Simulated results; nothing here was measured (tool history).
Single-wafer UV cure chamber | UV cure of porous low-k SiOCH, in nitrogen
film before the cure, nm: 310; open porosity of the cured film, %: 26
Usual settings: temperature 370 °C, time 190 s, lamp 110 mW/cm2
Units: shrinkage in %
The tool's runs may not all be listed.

| run | hour | temperature | time | lamp | wafers since the last listed run | hours since the UV bulbs were replaced | wafers since the quartz window was cleaned | shrinkage |
|---|---|---|---|---|---|---|---|---|
| 1 | 0.0 | 370 | 190 | 110 | 0 | 1553.8 | 829 | 12.325 |
| 2 | 68.6 | 370 | 190 | 110 | 377 | 1622.4 | 1207 | 12.007 |
| 3 | 164.9 | 370 | 190 | 110 | 529 | 1718.7 | 1737 | 12.270 |
|  | 224.8 | UV bulbs replaced |
| 4 | 264.3 | 370 | 190 | 110 | 503 | 39.5 | 2240 | 12.136 |
| 5 | 344.6 | 370 | 190 | 110 | 441 | 119.8 | 2681 | 11.902 |
| 6 | 410.8 | 370 | 190 | 110 | 364 | 186.0 | 3046 | 12.193 |
| 7 | 516.6 | 370 | 190 | 110 | 582 | 291.8 | 3628 | 12.186 |
| 8 | 573.1 | 370 | 190 | 110 | 310 | 348.3 | 3939 | 12.205 |
|  | 631.8 | quartz window cleaned |
| 9 | 632.3 | 370 | 190 | 110 | 281 | 407.5 | 2 | 12.257 |
| 10 | 731.1 | 370 | 190 | 110 | 543 | 506.3 | 546 | 12.229 |
| 11 | 899.6 | 370 | 190 | 110 | 927 | 674.8 | 1473 | 11.956 |
| 12 | 944.7 | 370 | 190 | 110 | 248 | 719.9 | 1722 | 12.292 |
| 13 | 1165.6 | 370 | 190 | 110 | 1215 | 940.8 | 2937 | 12.317 |
| 14 | 1253.9 | 370 | 190 | 110 | 485 | 1029.1 | 3423 | 12.276 |
| 15 | 1302.0 | 361 | 190 | 110 | 264 | 1077.2 | 3688 | 12.366 |
|  | 1364.4 | quartz window cleaned |
| 16 | 1364.9 | 361 | 190 | 110 | 302 | 1140.1 | 2 | 12.079 |
| 17 | 1620.0 | 361 | 190 | 110 | 1403 | 1395.2 | 1406 | 11.721 |
| 18 | 1674.3 | 370 | 190 | 110 | 298 | 1449.5 | 1705 | 12.382 |
| 19 | 1718.1 | 370 | 190 | 110 | 241 | 1493.3 | 1946 | 12.431 |
| 20 | 1759.1 | 370 | 190 | 110 | 225 | 1534.3 | 2172 | 12.086 |
| 21 | 1807.7 | 370 | 190 | 110 | 267 | 1582.9 | 2439 | 12.015 |
| 22 | 1856.9 | 370 | 190 | 110 | 270 | 1632.1 | 2710 | 11.746 |
| 23 | 1912.4 | 356 | 190 | 110 | 305 | 1687.6 | 3016 | 12.046 |
| 24 | 1977.0 | 356 | 190 | 110 | 355 | 1752.2 | 3371 | 12.083 |
| 25 | 2029.0 | 362 | 190 | 90 | 286 | 1804.2 | 3657 | 10.983 |
|  | 2069.9 | quartz window cleaned |
| 26 | 2115.5 | 370 | 190 | 110 | 432 | 1890.7 | 251 | 12.061 |
|  | 2124.8 | UV bulbs replaced |
| 27 | 2214.8 | 356 | 95 | 145 | 502 | 90.0 | 753 | 9.955 |
| 28 | 2319.9 | 362 | 190 | 110 | 578 | 195.1 | 1331 | 11.918 |
| 29 | 2384.6 | 377 | 220 | 148 | 356 | 259.8 | 1688 | 14.830 |
| 30 | 2449.7 | 370 | 190 | 110 | 358 | 324.9 | 2046 | 12.088 |
| 31 | 2534.8 | 370 | 300 | 126 | 468 | 410.0 | 2514 | 14.992 |
| 32 | 2585.6 | 357 | 190 | 110 | 279 | 460.8 | 2794 | 11.973 |
| 33 | 2679.7 | 385 | 240 | 77 | 517 | 554.9 | 3312 | 12.027 |
| 34 | 2772.9 | 370 | 190 | 110 | 512 | 648.1 | 3824 | 12.232 |
| 35 | 2872.7 | 370 | 190 | 110 | 549 | 747.9 | 4374 | 11.987 |
| 36 | 2951.5 | 389 | 190 | 110 | 433 | 826.7 | 4807 | 12.946 |
|  | 2966.4 | quartz window cleaned |
| 37 | 3074.9 | 370 | 190 | 110 | 635 | 950.1 | 597 | 12.198 |
| 38 | 3150.1 | 370 | 240 | 146 | 413 | 1025.3 | 1010 | 14.941 |
| 39 | 3234.1 | 353 | 190 | 78 | 462 | 1109.3 | 1473 | 10.123 |
| 40 | 3319.7 | 370 | 190 | 110 | 471 | 1194.9 | 1944 | 12.111 |
| 41 | 3419.7 | 383 | 80 | 99 | 550 | 1294.9 | 2494 | 7.656 |
| 42 | 3523.7 | 370 | 190 | 110 | 572 | 1398.9 | 3066 | 12.306 |
| 43 | 3615.4 | 370 | 190 | 110 | 504 | 1490.6 | 3571 | 12.175 |
| 44 | 3708.7 | 370 | 160 | 124 | 513 | 1583.9 | 4084 | 11.909 |
| 45 | 3747.3 | 370 | 190 | 110 | 212 | 1622.5 | 4297 | 12.222 |
|  | 3777.1 | quartz window cleaned |
| 46 | 3803.8 | 388 | 115 | 88 | 266 | 1679.0 | 146 | 9.109 |
| 47 | 3856.5 | 370 | 105 | 110 | 290 | 1731.7 | 436 | 9.402 |
| 48 | 3961.0 | 381 | 115 | 81 | 575 | 1836.2 | 1012 | 8.527 |

What the log doesn't show, run by run:
lamp output below its setpoint, %: 0 in every run
transmission lost against a clean window, %: 0 in every run

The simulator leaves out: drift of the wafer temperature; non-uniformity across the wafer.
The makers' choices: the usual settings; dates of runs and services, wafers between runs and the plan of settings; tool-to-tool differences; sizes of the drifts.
